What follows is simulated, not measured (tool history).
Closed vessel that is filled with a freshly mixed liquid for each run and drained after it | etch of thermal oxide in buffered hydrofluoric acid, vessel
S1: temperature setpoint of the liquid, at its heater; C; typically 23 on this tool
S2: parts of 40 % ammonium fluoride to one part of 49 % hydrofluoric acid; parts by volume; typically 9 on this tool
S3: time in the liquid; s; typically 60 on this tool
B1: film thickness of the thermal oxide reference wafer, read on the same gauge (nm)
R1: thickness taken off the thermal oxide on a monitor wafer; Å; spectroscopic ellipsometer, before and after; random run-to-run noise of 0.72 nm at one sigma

run 1 hour=0 | S1=23 S2=9 S3=60 | B1=89.99 | R1=644.5
run 2 hour=47.9 | S1=23 S2=9 S3=60 | B1=90 | R1=625.2
run 3 hour=117.1 | S1=23 S2=7.5 S3=60 | B1=90.01 | R1=762.6
-- hour=142.1 thermometer replaced
run 4 hour=172.7 | S1=23 S2=7.5 S3=60 | B1=90 | R1=883.7
run 5 hour=244.5 | S1=23 S2=9 S3=75 | B1=89.98 | R1=899
run 6 hour=310.9 | S1=23 S2=9 S3=60 | B1=90.03 | R1=709.5
run 7 hour=338.3 | S1=23 S2=9 S3=60 | B1=90.01 | R1=720.7
run 8 hour=400.1 | S1=23 S2=9 S3=60 | B1=89.98 | R1=718.9
run 9 hour=446.6 | S1=23 S2=9 S3=60 | B1=89.99 | R1=713.2
run 10 hour=482.8 | S1=23 S2=9 S3=60 | B1=90 | R1=708
run 11 hour=550.8 | S1=27 S2=10.5 S3=80 | B1=90.01 | R1=1055.5
run 12 hour=609.9 | S1=23 S2=9 S3=60 | B1=89.99 | R1=702.5
run 13 hour=636.8 | S1=18 S2=10.5 S3=90 | B1=89.98 | R1=712
run 14 hour=695.5 | S1=20.5 S2=12 S3=60 | B1=90 | R1=488.7
run 15 hour=844.7 | S1=21.5 S2=9 S3=95 | B1=89.99 | R1=1013.4
run 16 hour=891 | S1=23 S2=9 S3=80 | B1=90.01 | R1=927.8
run 17 hour=926.6 | S1=23 S2=9 S3=60 | B1=89.99 | R1=681.9
run 18 hour=962.9 | S1=20.5 S2=6.5 S3=60 | B1=89.99 | R1=838.4
run 19 hour=990.4 | S1=23 S2=5.5 S3=45 | B1=89.98 | R1=840.3
run 20 hour=1042.7 | S1=27 S2=10.5 S3=30 | B1=89.99 | R1=382.6
-- hour=1096.3 gauge calibrated
run 21 hour=1204.3 | S1=23 S2=8 S3=85 | B1=90.01 | R1=1094.3
run 22 hour=1267.1 | S1=23 S2=7.5 S3=60 | B1=90.01 | R1=830.6
-- hour=1326.7 hydrofluoric acid flow meter replaced
run 23 hour=1329.7 | S1=19 S2=5.5 S3=60 | B1=90.02 | R1=879.1
run 24 hour=1398.8 | S1=27.5 S2=6.5 S3=60 | B1=89.99 | R1=1223.1
run 25 hour=1433.3 | S1=18 S2=9 S3=80 | B1=90 | R1=675.3
run 26 hour=1479.6 | S1=23 S2=9 S3=60 | B1=90 | R1=672.5
run 27 hour=1507.9 | S1=23 S2=9 S3=60 | B1=90.02 | R1=666.8
run 28 hour=1537 | S1=23 S2=9 S3=60 | B1=89.99 | R1=668.4

Run 29 comes next. What will it give?
run 29 hour=1585.6 | S1=20 S2=11 S3=60 | B1=? | R1=?

B1: 90.01
R1: 482.3 Å
The same run, on a tool lacking any hidden state, would have yielded R1 531 Å.
